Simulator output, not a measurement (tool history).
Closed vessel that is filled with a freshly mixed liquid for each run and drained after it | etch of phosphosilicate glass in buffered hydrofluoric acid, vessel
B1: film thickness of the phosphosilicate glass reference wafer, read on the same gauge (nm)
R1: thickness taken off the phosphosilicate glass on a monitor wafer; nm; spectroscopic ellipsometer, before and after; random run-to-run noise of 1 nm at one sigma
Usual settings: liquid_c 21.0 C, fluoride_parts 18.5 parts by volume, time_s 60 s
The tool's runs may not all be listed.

{"run": 1, "hour": 0.0, "liquid_c": 21.0, "fluoride_parts": 18.5, "time_s": 60, "B1": 99.95, "R1": 246.73}
{"run": 2, "hour": 14.6, "liquid_c": 21.0, "fluoride_parts": 18.5, "time_s": 60, "B1": 99.95, "R1": 245.21}
{"run": 3, "hour": 27.5, "liquid_c": 19.0, "fluoride_parts": 18.5, "time_s": 80, "B1": 99.97, "R1": 291.33}
{"run": 4, "hour": 36.5, "liquid_c": 21.0, "fluoride_parts": 13.0, "time_s": 60, "B1": 100.0, "R1": 350.11}
{"run": 5, "hour": 54.4, "liquid_c": 21.0, "fluoride_parts": 18.5, "time_s": 60, "B1": 100.03, "R1": 243.98}
{"run": 6, "hour": 71.1, "liquid_c": 21.0, "fluoride_parts": 18.5, "time_s": 60, "B1": 100.0, "R1": 245.81}
{"run": 7, "hour": 86.8, "liquid_c": 23.0, "fluoride_parts": 18.5, "time_s": 60, "B1": 99.96, "R1": 271.7}
{"run": 8, "hour": 93.0, "liquid_c": 23.0, "fluoride_parts": 18.5, "time_s": 60, "B1": 99.98, "R1": 272.92}
{"run": 9, "hour": 105.9, "liquid_c": 23.0, "fluoride_parts": 18.5, "time_s": 60, "B1": 100.03, "R1": 273.67}
{"run": 10, "hour": 118.4, "liquid_c": 21.0, "fluoride_parts": 18.5, "time_s": 60, "B1": 99.98, "R1": 243.53}
{"run": 11, "hour": 132.5, "liquid_c": 21.0, "fluoride_parts": 18.5, "time_s": 35, "B1": 99.99, "R1": 142.27}
{"hour": 135.7, "done": "gauge calibrated"}
{"run": 12, "hour": 141.0, "liquid_c": 21.0, "fluoride_parts": 18.5, "time_s": 35, "B1": 99.98, "R1": 141.64}
{"run": 13, "hour": 149.7, "liquid_c": 21.0, "fluoride_parts": 18.5, "time_s": 35, "B1": 99.97, "R1": 141.76}
{"run": 14, "hour": 163.4, "liquid_c": 21.0, "fluoride_parts": 22.0, "time_s": 60, "B1": 100.03, "R1": 214.5}
{"run": 15, "hour": 178.4, "liquid_c": 18.5, "fluoride_parts": 18.5, "time_s": 60, "B1": 100.01, "R1": 209.84}
{"hour": 181.4, "done": "thermometer replaced"}
{"run": 16, "hour": 186.9, "liquid_c": 17.0, "fluoride_parts": 18.5, "time_s": 95, "B1": 100.03, "R1": 346.54}
{"run": 17, "hour": 204.8, "liquid_c": 24.0, "fluoride_parts": 18.5, "time_s": 30, "B1": 100.01, "R1": 163.13}
{"run": 18, "hour": 211.8, "liquid_c": 21.0, "fluoride_parts": 18.5, "time_s": 35, "B1": 100.0, "R1": 160.22}
{"run": 19, "hour": 220.7, "liquid_c": 21.0, "fluoride_parts": 18.5, "time_s": 40, "B1": 100.0, "R1": 182.66}
{"run": 20, "hour": 227.7, "liquid_c": 25.0, "fluoride_parts": 18.5, "time_s": 60, "B1": 100.01, "R1": 341.57}
{"run": 21, "hour": 239.2, "liquid_c": 21.0, "fluoride_parts": 18.5, "time_s": 60, "B1": 100.01, "R1": 275.61}
{"run": 22, "hour": 256.5, "liquid_c": 21.0, "fluoride_parts": 22.5, "time_s": 95, "B1": 99.97, "R1": 376.99}
{"hour": 258.2, "done": "hydrofluoric acid flow meter replaced"}
{"run": 23, "hour": 269.1, "liquid_c": 17.0, "fluoride_parts": 25.0, "time_s": 60, "B1": 99.99, "R1": 185.93}
{"run": 24, "hour": 277.4, "liquid_c": 21.0, "fluoride_parts": 18.5, "time_s": 70, "B1": 99.98, "R1": 342.65}
{"run": 25, "hour": 294.0, "liquid_c": 17.5, "fluoride_parts": 15.5, "time_s": 30, "B1": 99.97, "R1": 142.77}
{"run": 26, "hour": 303.0, "liquid_c": 21.0, "fluoride_parts": 18.5, "time_s": 60, "B1": 99.99, "R1": 293.85}
{"run": 27, "hour": 315.6, "liquid_c": 21.0, "fluoride_parts": 18.5, "time_s": 60, "B1": 99.99, "R1": 292.65}
{"run": 28, "hour": 326.4, "liquid_c": 24.5, "fluoride_parts": 18.5, "time_s": 80, "B1": 100.03, "R1": 471.28}
{"run": 29, "hour": 340.0, "liquid_c": 19.0, "fluoride_parts": 13.0, "time_s": 40, "B1": 100.04, "R1": 245.6}

Forecast each of these 4 alternatives for the next run:
{"run": "A", "hour": 340.7, "liquid_c": 21.0, "fluoride_parts": 18.5, "time_s": 60, "B1": "?", "R1": "?"}
{"run": "B", "hour": 340.7, "liquid_c": 23.0, "fluoride_parts": 11.5, "time_s": 45, "B1": "?", "R1": "?"}
{"run": "C", "hour": 340.7, "liquid_c": 22.5, "fluoride_parts": 23.5, "time_s": 90, "B1": "?", "R1": "?"}
{"run": "D", "hour": 340.7, "liquid_c": 21.0, "fluoride_parts": 18.5, "time_s": 85, "B1": "?", "R1": "?"}

run=A B1=100.01 R1=291.16
run=B B1=100.01 R1=389.22
run=C B1=100.01 R1=394.32
run=D B1=100.01 R1=412.47
Had the tool no hidden state, the same runs would have come out as:
run=A R1=297.75
run=B R1=397.92
run=C R1=402.19
run=D R1=421.81

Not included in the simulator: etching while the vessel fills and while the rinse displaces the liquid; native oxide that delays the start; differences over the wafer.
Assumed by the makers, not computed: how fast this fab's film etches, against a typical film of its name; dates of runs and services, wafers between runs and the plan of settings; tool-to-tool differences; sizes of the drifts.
